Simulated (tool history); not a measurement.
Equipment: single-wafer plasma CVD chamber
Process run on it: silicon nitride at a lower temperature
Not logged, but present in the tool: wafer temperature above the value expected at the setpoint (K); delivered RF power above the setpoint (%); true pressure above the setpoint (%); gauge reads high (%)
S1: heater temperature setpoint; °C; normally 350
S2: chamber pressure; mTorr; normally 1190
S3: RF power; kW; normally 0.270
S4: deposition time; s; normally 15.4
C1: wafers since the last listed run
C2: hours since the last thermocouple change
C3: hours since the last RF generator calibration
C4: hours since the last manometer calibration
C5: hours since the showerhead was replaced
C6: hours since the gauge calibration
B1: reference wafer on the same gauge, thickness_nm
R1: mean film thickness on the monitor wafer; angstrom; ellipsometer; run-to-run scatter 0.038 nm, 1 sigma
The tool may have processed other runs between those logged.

run   hour   S1    S2     S3    S4    C1      C2      C3      C4      C5     C6      B1      R1
  1    0.0  350  1190  0.270  15.4     0  2010.7  1401.6   647.6  5060.4  167.8  13.901  149.65
  2   70.4  350  1190  0.270  17.7  1635  2081.1  1472.0   718.0  5130.8  238.2  13.925  171.77
  3  119.6  350  1190  0.270  17.7  1142  2130.3  1521.2   767.2  5180.0  287.4  13.933  172.93
  4  159.1  350  1190  0.230  13.8   917  2169.8  1560.7   806.7  5219.5  326.9  13.939  113.88
  5  202.1  350  1190  0.230  13.8   998  2212.8  1603.7   849.7  5262.5  369.9  13.958  114.79
  6  239.4  362  1190  0.270  17.5   866  2250.1  1641.0   887.0  5299.8  407.2  13.963  171.13
     314.2  -- showerhead replaced
     353.6  -- thermocouple changed; heater temperature recalibrated
  7  395.9  362  1190  0.270  17.5  3263    42.3  1797.5  1043.5    81.7  563.7  14.014  170.48
     427.0  -- capacitance manometer re-zeroed and calibrated
  8  441.0  360   970  0.270  15.4   861    87.4  1842.6    14.0   126.8  608.8  14.019  141.36
  9  476.7  350  1100  0.270  12.4   829   123.1  1878.3    49.7   162.5  644.5  14.049  118.75
     511.7  -- RF generator calibrated
     542.3  -- gauge calibrated
 10  543.9  340   930  0.270  15.4  1375   190.3    32.2   116.9   229.7    1.6  13.883  138.69
 11  596.6  357  1000  0.225  16.2  1224   243.0    84.9   169.6   282.4   54.3  13.894  122.87
 12  640.9  350  1190  0.270  15.4  1029   287.3   129.2   213.9   326.7   98.6  13.898  149.96
 13  665.9  350  1190  0.270  13.4   580   312.3   154.2   238.9   351.7  123.6  13.895  130.24
 14  762.3  350  1190  0.270  15.4  2239   408.7   250.6   335.3   448.1  220.0  13.913  150.02
 15  822.3  354  1190  0.270  15.4  1393   468.7   310.6   395.3   508.1  280.0  13.923  150.19
 16  861.8  350  1190  0.255  18.2   917   508.2   350.1   434.8   547.6  319.5  13.929  167.18

Below are 3 alternative next runs, each starting from the tool's condition after run 16. Predict each:
  A  862.2  350  1190  0.270  16.7   9  508.6  350.5  435.2  548.0  319.9   ?   ?
  B  862.2  350   910  0.270  13.7   9  508.6  350.5  435.2  548.0  319.9   ?   ?
  C  862.2  350  1190  0.270  17.0   9  508.6  350.5  435.2  548.0  319.9   ?   ?

run      B1      R1
  A  13.941  163.18
  B  13.941  122.97
  C  13.941  166.11
Take away the tool's hidden state, keep each run's random variation, and the runs would have read:
run      R1
  A  162.85
  B  122.72
  C  165.77
